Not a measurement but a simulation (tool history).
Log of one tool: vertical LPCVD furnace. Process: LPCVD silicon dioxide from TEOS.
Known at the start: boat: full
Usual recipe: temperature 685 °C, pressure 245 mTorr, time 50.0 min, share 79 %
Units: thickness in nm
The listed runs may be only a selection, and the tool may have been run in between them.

run,hour,temperature,pressure,time,share,wafers since the last listed run,hours since the last temperature calibration,hours since the pressure gauge was zeroed,hours since the TEOS flow controller was replaced,hours since the gauge calibration,"read-back reference wafer on the same gauge, thickness",thickness
1,0.0,685,270,50.0,79,0,2381.3,2306.5,2259.0,111.2,287.03,272.31
2,102.5,685,270,50.0,79,1584,2483.8,2409.0,2361.5,213.7,287.09,271.17
3,165.1,685,260,50.0,79,967,2546.4,2471.6,2424.1,276.3,287.01,265.82
# hour 399.1: TEOS flow controller replaced
4,399.6,685,260,50.0,79,3253,2780.9,2706.1,0.5,510.8,286.98,266.43
5,440.8,685,260,50.0,79,636,2822.1,2747.3,41.7,552.0,286.96,265.63
6,478.9,685,245,50.0,79,588,2860.2,2785.4,79.8,590.1,287.03,258.15
7,522.0,685,245,50.0,79,666,2903.3,2828.5,122.9,633.2,287.02,257.90
8,564.7,685,245,50.0,79,660,2946.0,2871.2,165.6,675.9,287.06,257.17
# hour 647.1: gauge calibrated
9,660.6,689,275,61.5,79,1482,3041.9,2967.1,261.5,13.5,286.92,368.87
# hour 715.4: thermocouples replaced and temperature profile calibrated
10,756.3,685,245,38.0,74,1108,40.9,3062.8,357.2,109.2,286.99,179.38
11,836.7,685,245,50.0,79,1242,121.3,3143.2,437.6,189.6,287.03,243.69
# hour 868.1: pressure gauge zeroed
12,888.1,685,245,50.0,79,423,172.7,20.0,489.0,241.0,286.89,250.69
13,937.2,673,245,50.0,71,758,221.8,69.1,538.1,290.1,287.02,178.19
14,982.5,679,245,50.0,71,700,267.1,114.4,583.4,335.4,286.94,206.53
15,1022.7,685,245,50.0,85,621,307.3,154.6,623.6,375.6,287.04,261.66
16,1098.7,674,285,50.0,66,1174,383.3,230.6,699.6,451.6,286.92,191.81

Run-by-run hidden state of the tool:
deviation of the TEOS flow from its setpoint, %: 0 across all the runs
gauge reads high (%): 0 across all the runs
H1: true tube temperature minus thermocouple reading, K
H2: true pressure minus gauge reading, mTorr
run,H1,H2
1,2.45,-7.24
2,2.48,-7.83
3,2.5,-8.21
4,2.55,-9.69
5,2.56,-9.97
6,2.56,-10.2
7,2.57,-10.5
8,2.58,-10.8
9,2.59,-11.5
10,0.364,-12.2
11,0.54,-12.8
12,0.646,-0.216
13,0.742,-0.221
14,0.828,-0.232
15,0.901,-0.245
16,1.03,-0.281
